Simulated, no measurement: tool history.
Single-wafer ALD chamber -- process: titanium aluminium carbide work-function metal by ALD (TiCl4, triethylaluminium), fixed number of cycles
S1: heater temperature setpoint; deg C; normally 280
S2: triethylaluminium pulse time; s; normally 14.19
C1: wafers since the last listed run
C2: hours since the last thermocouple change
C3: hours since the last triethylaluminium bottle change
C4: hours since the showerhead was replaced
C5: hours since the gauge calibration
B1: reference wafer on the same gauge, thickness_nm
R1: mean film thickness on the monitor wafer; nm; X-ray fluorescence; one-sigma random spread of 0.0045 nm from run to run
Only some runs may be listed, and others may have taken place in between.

Run 1, hour 0: usual settings but S1 287 deg C; C1 0; C2 2179; C3 1481; C4 6819.2; C5 341.2; B1 1.981. Result: R1 1.907 nm.
Run 2, hour 15.8: usual settings but S2 10.1 s; C1 195; C2 2194.8; C3 1496.8; C4 6835; C5 357; B1 1.979. Result: R1 1.814 nm.
Run 3, hour 52.7: usual settings but S2 10.1 s; C1 455; C2 2231.7; C3 1533.7; C4 6871.9; C5 393.9; B1 1.981. Result: R1 1.822 nm.
Run 4, hour 69.9: usual settings but S2 10.1 s; C1 212; C2 2248.9; C3 1550.9; C4 6889.1; C5 411.1; B1 1.979. Result: R1 1.817 nm.
Run 5, hour 80.8: usual settings but S1 276 deg C, S2 16.6 s; C1 134; C2 2259.8; C3 1561.8; C4 6900; C5 422; B1 1.979. Result: R1 1.808 nm.
Run 6, hour 93.4: usual settings; C1 155; C2 2272.4; C3 1574.4; C4 6912.6; C5 434.6; B1 1.98. Result: R1 1.838 nm.
Run 7, hour 100.8: usual settings but S2 15.84 s; C1 91; C2 2279.8; C3 1581.8; C4 6920; C5 442; B1 1.98. Result: R1 1.832 nm.
At hour 131.4: triethylaluminium bottle replaced.
At hour 134.8: thermocouple changed; heater temperature recalibrated.
At hour 136.1: showerhead replaced.
Run 8, hour 146.4: usual settings but S2 15.84 s; C1 406; C2 11.6; C3 15; C4 10.3; C5 487.6; B1 1.98. Result: R1 1.838 nm.
Run 9, hour 156.2: usual settings but S2 15.84 s; C1 120; C2 21.4; C3 24.8; C4 20.1; C5 497.4; B1 1.978. Result: R1 1.839 nm.
Run 10, hour 190.8: usual settings; C1 427; C2 56; C3 59.4; C4 54.7; C5 532; B1 1.98. Result: R1 1.838 nm.
Run 11, hour 239.9: usual settings; C1 606; C2 105.1; C3 108.5; C4 103.8; C5 581.1; B1 1.981. Result: R1 1.845 nm.
Run 12, hour 254.3: usual settings; C1 177; C2 119.5; C3 122.9; C4 118.2; C5 595.5; B1 1.982. Result: R1 1.832 nm.
Run 13, hour 265.1: usual settings but S1 290 deg C, S2 11.14 s; C1 133; C2 130.3; C3 133.7; C4 129; C5 606.3; B1 1.98. Result: R1 1.919 nm.
Run 14, hour 278.7: usual settings but S1 287 deg C, S2 11.94 s; C1 167; C2 143.9; C3 147.3; C4 142.6; C5 619.9; B1 1.979. Result: R1 1.901 nm.
Run 15, hour 293.4: usual settings; C1 181; C2 158.6; C3 162; C4 157.3; C5 634.6; B1 1.979. Result: R1 1.838 nm.
Run 16, hour 307.8: usual settings but S1 286 deg C, S2 17.09 s; C1 177; C2 173; C3 176.4; C4 171.7; C5 649; B1 1.981. Result: R1 1.904 nm.
Run 17, hour 316.5: usual settings; C1 107; C2 181.7; C3 185.1; C4 180.4; C5 657.7; B1 1.979. Result: R1 1.842 nm.
Run 18, hour 367.5: usual settings but S1 269 deg C, S2 19.56 s; C1 629; C2 232.7; C3 236.1; C4 231.4; C5 708.7; B1 1.98. Result: R1 1.737 nm.
Run 19, hour 379.4: usual settings but S1 285 deg C, S2 17.39 s; C1 146; C2 244.6; C3 248; C4 243.3; C5 720.6; B1 1.98. Result: R1 1.89 nm.
At hour 380.6: gauge calibrated.
Run 20, hour 390.1: usual settings but S2 10.43 s; C1 132; C2 255.3; C3 258.7; C4 254; C5 9.5; B1 1.979. Result: R1 1.822 nm.
Run 21, hour 407.5: usual settings; C1 214; C2 272.7; C3 276.1; C4 271.4; C5 26.9; B1 1.978. Result: R1 1.827 nm.
Run 22, hour 415.8: usual settings but S1 287 deg C, S2 12.28 s; C1 102; C2 281; C3 284.4; C4 279.7; C5 35.2; B1 1.978. Result: R1 1.903 nm.
Run 23, hour 427.8: usual settings but S1 266 deg C, S2 12.3 s; C1 148; C2 293; C3 296.4; C4 291.7; C5 47.2; B1 1.98. Result: R1 1.693 nm.
Run 24, hour 438.1: usual settings but S1 284 deg C, S2 9.25 s; C1 127; C2 303.3; C3 306.7; C4 302; C5 57.5; B1 1.981. Result: R1 1.864 nm.
Run 25, hour 451: usual settings but S1 269 deg C, S2 16.09 s; C1 159; C2 316.2; C3 319.6; C4 314.9; C5 70.4; B1 1.981. Result: R1 1.743 nm.
Run 26, hour 466: usual settings but S1 269 deg C, S2 18.51 s; C1 185; C2 331.2; C3 334.6; C4 329.9; C5 85.4; B1 1.979. Result: R1 1.742 nm.
Run 27, hour 482.7: usual settings; C1 206; C2 347.9; C3 351.3; C4 346.6; C5 102.1; B1 1.981. Result: R1 1.842 nm.
Run 28, hour 492.6: usual settings; C1 122; C2 357.8; C3 361.2; C4 356.5; C5 112; B1 1.98. Result: R1 1.833 nm.
Run 29, hour 507.4: usual settings but S2 10.1 s; C1 182; C2 372.6; C3 376; C4 371.3; C5 126.8; B1 1.979. Result: R1 1.824 nm.
Run 30, hour 543.8: usual settings but S1 272 deg C, S2 17.47 s; C1 449; C2 409; C3 412.4; C4 407.7; C5 163.2; B1 1.979. Result: R1 1.761 nm.
Run 31, hour 559.8: usual settings but S1 268 deg C, S2 8.66 s; C1 197; C2 425; C3 428.4; C4 423.7; C5 179.2; B1 1.979. Result: R1 1.701 nm.
Run 32, hour 566.8: usual settings but S2 19.63 s; C1 86; C2 432; C3 435.4; C4 430.7; C5 186.2; B1 1.982. Result: R1 1.842 nm.
Run 33, hour 578.3: usual settings; C1 141; C2 443.5; C3 446.9; C4 442.2; C5 197.7; B1 1.978. Result: R1 1.843 nm.

Forecast each of these 4 alternatives for the next run:
Run A, hour 578.7: usual settings but S1 288 deg C; C1 4; C2 443.9; C3 447.3; C4 442.6; C5 198.1; B1 ?. Result: R1 ?.
Run B, hour 578.7: usual settings but S1 284 deg C, S2 18.6 s; C1 4; C2 443.9; C3 447.3; C4 442.6; C5 198.1; B1 ?. Result: R1 ?.
Run C, hour 578.7: usual settings but S2 17.11 s; C1 4; C2 443.9; C3 447.3; C4 442.6; C5 198.1; B1 ?. Result: R1 ?.
Run D, hour 578.7: usual settings but S1 269 deg C, S2 12.66 s; C1 4; C2 443.9; C3 447.3; C4 442.6; C5 198.1; B1 ?. Result: R1 ?.

run    B1     R1
  A  1.98  1.913
  B  1.98  1.881
  C  1.98   1.84
  D  1.98  1.724
Without the tool's unlogged condition, the same runs would have read:
run     R1
  A  1.913
  B  1.881
  C   1.84
  D  1.724

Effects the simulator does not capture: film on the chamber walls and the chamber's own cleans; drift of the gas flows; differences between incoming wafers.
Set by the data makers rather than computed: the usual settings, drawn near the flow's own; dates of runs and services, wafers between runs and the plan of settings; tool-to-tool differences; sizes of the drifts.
